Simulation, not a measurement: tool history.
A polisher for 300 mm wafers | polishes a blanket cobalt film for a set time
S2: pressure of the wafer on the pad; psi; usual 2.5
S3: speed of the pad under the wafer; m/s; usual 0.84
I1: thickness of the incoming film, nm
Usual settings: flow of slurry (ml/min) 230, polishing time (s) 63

{"run": 1, "hour": 0.0, "flow of slurry (ml/min)": 230, "S2": 2.5, "S3": 0.6, "polishing time (s)": 63, "I1": 1055.4, "film removed (nm)": 195.9}
{"run": 2, "hour": 49.3, "flow of slurry (ml/min)": 230, "S2": 2.5, "S3": 0.84, "polishing time (s)": 80, "I1": 1066.4, "film removed (nm)": 342.3}
{"run": 3, "hour": 95.6, "flow of slurry (ml/min)": 230, "S2": 2.5, "S3": 0.84, "polishing time (s)": 80, "I1": 1062.1, "film removed (nm)": 338.7}
{"run": 4, "hour": 140.8, "flow of slurry (ml/min)": 230, "S2": 2.5, "S3": 0.84, "polishing time (s)": 80, "I1": 1081.3, "film removed (nm)": 340.2}
{"hour": 176.9, "done": "worn pad replaced by a new one"}
{"run": 5, "hour": 177.4, "flow of slurry (ml/min)": 230, "S2": 2.5, "S3": 0.84, "polishing time (s)": 63, "I1": 1072.3, "film removed (nm)": 259.2}
{"run": 6, "hour": 202.0, "flow of slurry (ml/min)": 230, "S2": 2.5, "S3": 0.84, "polishing time (s)": 63, "I1": 1073.1, "film removed (nm)": 252.9}
{"hour": 222.1, "done": "slurry nozzle cleaned"}
{"run": 7, "hour": 255.5, "flow of slurry (ml/min)": 230, "S2": 2.5, "S3": 0.84, "polishing time (s)": 63, "I1": 1046.1, "film removed (nm)": 251.6}
{"run": 8, "hour": 312.2, "flow of slurry (ml/min)": 230, "S2": 2.5, "S3": 0.84, "polishing time (s)": 63, "I1": 1065.4, "film removed (nm)": 248.0}
{"run": 9, "hour": 358.1, "flow of slurry (ml/min)": 230, "S2": 2.5, "S3": 0.84, "polishing time (s)": 63, "I1": 1057.4, "film removed (nm)": 256.3}
{"run": 10, "hour": 423.6, "flow of slurry (ml/min)": 230, "S2": 2.5, "S3": 0.84, "polishing time (s)": 63, "I1": 1056.6, "film removed (nm)": 248.5}
{"run": 11, "hour": 447.7, "flow of slurry (ml/min)": 230, "S2": 2.5, "S3": 0.84, "polishing time (s)": 63, "I1": 1074.1, "film removed (nm)": 248.4}
{"run": 12, "hour": 494.0, "flow of slurry (ml/min)": 230, "S2": 2.5, "S3": 0.84, "polishing time (s)": 63, "I1": 1065.6, "film removed (nm)": 247.1}
{"run": 13, "hour": 539.2, "flow of slurry (ml/min)": 250, "S2": 2.5, "S3": 0.84, "polishing time (s)": 63, "I1": 1059.1, "film removed (nm)": 250.2}
{"run": 14, "hour": 573.6, "flow of slurry (ml/min)": 230, "S2": 2.5, "S3": 0.84, "polishing time (s)": 63, "I1": 1070.8, "film removed (nm)": 246.9}
{"run": 15, "hour": 640.2, "flow of slurry (ml/min)": 200, "S2": 2.5, "S3": 0.84, "polishing time (s)": 71, "I1": 1081.7, "film removed (nm)": 272.6}
{"hour": 673.6, "done": "worn pad replaced by a new one, repeated, since the last time left the tool worse"}
{"run": 16, "hour": 708.5, "flow of slurry (ml/min)": 265, "S2": 3.4, "S3": 0.84, "polishing time (s)": 63, "I1": 1067.5, "film removed (nm)": 389.4}
{"run": 17, "hour": 741.4, "flow of slurry (ml/min)": 230, "S2": 2.5, "S3": 0.84, "polishing time (s)": 63, "I1": 1071.9, "film removed (nm)": 283.4}
{"run": 18, "hour": 810.5, "flow of slurry (ml/min)": 230, "S2": 2.5, "S3": 1.02, "polishing time (s)": 63, "I1": 1078.2, "film removed (nm)": 331.8}
{"hour": 813.3, "done": "head pressure recalibrated"}
{"run": 19, "hour": 850.1, "flow of slurry (ml/min)": 230, "S2": 2.5, "S3": 0.84, "polishing time (s)": 63, "I1": 1082.3, "film removed (nm)": 287.0}
{"run": 20, "hour": 875.5, "flow of slurry (ml/min)": 275, "S2": 2.5, "S3": 0.84, "polishing time (s)": 54, "I1": 1086.4, "film removed (nm)": 244.8}
{"run": 21, "hour": 908.9, "flow of slurry (ml/min)": 190, "S2": 2.5, "S3": 0.84, "polishing time (s)": 63, "I1": 1050.9, "film removed (nm)": 268.5}
{"run": 22, "hour": 955.0, "flow of slurry (ml/min)": 230, "S2": 1.8, "S3": 0.98, "polishing time (s)": 46, "I1": 1083.4, "film removed (nm)": 166.4}
{"run": 23, "hour": 993.1, "flow of slurry (ml/min)": 230, "S2": 2.5, "S3": 0.84, "polishing time (s)": 63, "I1": 1062.1, "film removed (nm)": 269.3}
{"hour": 1028.4, "done": "slurry nozzle cleaned"}
{"run": 24, "hour": 1060.7, "flow of slurry (ml/min)": 310, "S2": 2.5, "S3": 0.84, "polishing time (s)": 63, "I1": 1069.4, "film removed (nm)": 278.2}
{"run": 25, "hour": 1125.4, "flow of slurry (ml/min)": 250, "S2": 2.5, "S3": 0.76, "polishing time (s)": 50, "I1": 1072.8, "film removed (nm)": 191.9}
{"hour": 1168.1, "done": "worn pad replaced by a new one"}
{"run": 26, "hour": 1173.0, "flow of slurry (ml/min)": 230, "S2": 3.4, "S3": 1.12, "polishing time (s)": 63, "I1": 1070.8, "film removed (nm)": 504.8}
{"run": 27, "hour": 1221.5, "flow of slurry (ml/min)": 295, "S2": 1.9, "S3": 1.06, "polishing time (s)": 54, "I1": 1063.2, "film removed (nm)": 240.0}
{"run": 28, "hour": 1268.4, "flow of slurry (ml/min)": 195, "S2": 2.5, "S3": 0.84, "polishing time (s)": 63, "I1": 1067.2, "film removed (nm)": 275.0}
{"run": 29, "hour": 1311.5, "flow of slurry (ml/min)": 160, "S2": 2.5, "S3": 1.02, "polishing time (s)": 63, "I1": 1054.1, "film removed (nm)": 320.6}
{"run": 30, "hour": 1353.0, "flow of slurry (ml/min)": 230, "S2": 1.8, "S3": 1.12, "polishing time (s)": 47, "I1": 1056.9, "film removed (nm)": 197.0}
{"run": 31, "hour": 1377.6, "flow of slurry (ml/min)": 230, "S2": 1.8, "S3": 0.84, "polishing time (s)": 63, "I1": 1074.0, "film removed (nm)": 203.6}
{"run": 32, "hour": 1419.2, "flow of slurry (ml/min)": 230, "S2": 2.5, "S3": 0.84, "polishing time (s)": 63, "I1": 1082.2, "film removed (nm)": 279.7}
{"run": 33, "hour": 1456.5, "flow of slurry (ml/min)": 200, "S2": 1.8, "S3": 0.84, "polishing time (s)": 63, "I1": 1080.9, "film removed (nm)": 194.6}
{"run": 34, "hour": 1484.6, "flow of slurry (ml/min)": 260, "S2": 2.5, "S3": 0.84, "polishing time (s)": 63, "I1": 1074.0, "film removed (nm)": 276.5}
{"run": 35, "hour": 1534.0, "flow of slurry (ml/min)": 300, "S2": 2.5, "S3": 0.84, "polishing time (s)": 48, "I1": 1073.1, "film removed (nm)": 210.5}
{"run": 36, "hour": 1568.2, "flow of slurry (ml/min)": 230, "S2": 2.5, "S3": 0.84, "polishing time (s)": 63, "I1": 1081.1, "film removed (nm)": 264.8}
{"run": 37, "hour": 1600.0, "flow of slurry (ml/min)": 280, "S2": 2.5, "S3": 0.58, "polishing time (s)": 63, "I1": 1073.8, "film removed (nm)": 187.9}
{"run": 38, "hour": 1659.1, "flow of slurry (ml/min)": 230, "S2": 2.1, "S3": 0.94, "polishing time (s)": 49, "I1": 1079.4, "film removed (nm)": 194.6}

3 ways to go on from here, each from the tool as it stands after run 38. What would each give?
{"run": "A", "hour": 1659.5, "flow of slurry (ml/min)": 230, "S2": 2.5, "S3": 0.84, "polishing time (s)": 78, "I1": 1078.8, "film removed (nm)": "?"}
{"run": "B", "hour": 1659.5, "flow of slurry (ml/min)": 230, "S2": 2.5, "S3": 0.84, "polishing time (s)": 56, "I1": 1078.8, "film removed (nm)": "?"}
{"run": "C", "hour": 1659.5, "flow of slurry (ml/min)": 200, "S2": 2.5, "S3": 0.84, "polishing time (s)": 63, "I1": 1078.8, "film removed (nm)": "?"}

run=A film_removed_(nm)=328.9
run=B film_removed_(nm)=236.1
run=C film_removed_(nm)=261.4
Without the tool's hidden state the same runs would have given:
run=A film_removed_(nm)=352.2
run=B film_removed_(nm)=252.9
run=C film_removed_(nm)=279.9

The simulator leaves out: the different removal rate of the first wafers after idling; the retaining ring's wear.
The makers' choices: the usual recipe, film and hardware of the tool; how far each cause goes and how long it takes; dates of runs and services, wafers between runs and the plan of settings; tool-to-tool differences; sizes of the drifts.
